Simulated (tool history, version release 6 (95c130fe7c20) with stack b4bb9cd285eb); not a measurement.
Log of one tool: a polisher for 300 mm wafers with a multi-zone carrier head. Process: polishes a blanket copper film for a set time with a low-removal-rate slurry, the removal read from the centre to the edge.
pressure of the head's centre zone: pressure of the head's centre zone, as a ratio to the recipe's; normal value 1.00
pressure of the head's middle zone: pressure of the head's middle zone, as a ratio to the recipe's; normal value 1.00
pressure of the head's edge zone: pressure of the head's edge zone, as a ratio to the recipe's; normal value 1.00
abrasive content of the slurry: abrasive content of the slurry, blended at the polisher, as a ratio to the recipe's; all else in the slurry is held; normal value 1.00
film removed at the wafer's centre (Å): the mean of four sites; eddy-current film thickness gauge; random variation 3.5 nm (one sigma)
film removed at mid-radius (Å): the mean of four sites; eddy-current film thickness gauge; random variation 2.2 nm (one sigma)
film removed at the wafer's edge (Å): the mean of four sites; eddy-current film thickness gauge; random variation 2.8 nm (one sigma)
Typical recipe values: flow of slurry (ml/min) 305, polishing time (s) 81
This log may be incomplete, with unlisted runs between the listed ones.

run,hour,flow of slurry (ml/min),pressure of the head's centre zone,pressure of the head's middle zone,pressure of the head's edge zone,abrasive content of the slurry,polishing time (s),"incoming thickness of the incoming film, nm",film removed at the wafer's centre (Å),film removed at mid-radius (Å),film removed at the wafer's edge (Å)
1,0.0,305,1.05,1.00,1.00,1.00,81,1104.8,2398,2530,2452
# hour 73.1: worn pad replaced by a new one
2,73.6,305,1.05,1.00,1.00,1.00,81,1105.3,2490,2680,2624
3,95.1,305,1.00,1.00,1.00,1.00,81,1109.9,2272,2585,2506
4,124.8,305,1.00,1.00,1.00,1.00,81,1100.5,2179,2468,2504
5,141.8,305,1.00,1.00,1.00,1.00,81,1106.9,2143,2463,2467
6,168.3,305,1.00,1.04,1.00,1.00,81,1089.9,2090,2518,2391
# hour 175.9: centre zone pressure recalibrated
7,187.9,305,1.00,1.04,1.00,1.00,81,1084.6,2462,2497,2369
# hour 195.1: carrier head's membrane replaced by a new one
# hour 197.9: worn pad replaced by a new one
8,201.1,305,1.00,1.04,1.00,1.00,81,1095.4,2689,2746,2622
9,234.6,255,1.00,1.00,1.00,1.00,81,1108.7,2528,2461,2423
10,262.4,305,1.00,1.00,1.00,1.00,81,1105.3,2513,2435,2364
# hour 281.2: slurry nozzle cleaned
11,288.2,305,1.00,1.00,1.00,1.00,105,1105.5,3084,3156,3059
12,301.3,305,1.10,1.00,1.00,1.25,93,1106.6,3199,2841,2767
# hour 329.2: edge zone pressure recalibrated
# hour 331.1: worn pad replaced by a new one
13,333.8,305,1.00,1.00,1.00,1.00,81,1080.7,2730,2710,2615
14,350.1,250,1.00,1.00,1.00,1.00,81,1096.1,2568,2581,2527
15,383.2,305,1.00,1.04,1.00,1.00,81,1102.0,2522,2586,2489
16,416.1,395,1.00,1.00,1.00,1.00,81,1106.7,2476,2516,2482
17,450.7,335,1.00,0.89,0.89,1.15,81,1095.3,2496,2254,2370
# hour 462.4: worn pad replaced by a new one
18,482.4,370,0.95,1.00,0.88,0.90,81,1093.1,2327,2562,2404

Forecast each of these 3 alternatives for the next run:
A,482.9,305,1.00,1.00,1.00,1.00,81,1102.9,?,?,?
B,482.9,305,1.12,1.00,1.00,1.00,81,1102.9,?,?,?
C,482.9,305,0.94,1.00,1.00,1.20,81,1102.9,?,?,?

run,film removed at the wafer's centre (Å),film removed at mid-radius (Å),film removed at the wafer's edge (Å)
A,2548,2578,2535
B,2857,2576,2535
C,2472,2663,2617
Had the tool no hidden state, the same runs would have come out as:
run,film removed at the wafer's centre (Å),film removed at mid-radius (Å),film removed at the wafer's edge (Å)
A,2719,2705,2660
B,3048,2704,2660
C,2638,2795,2747
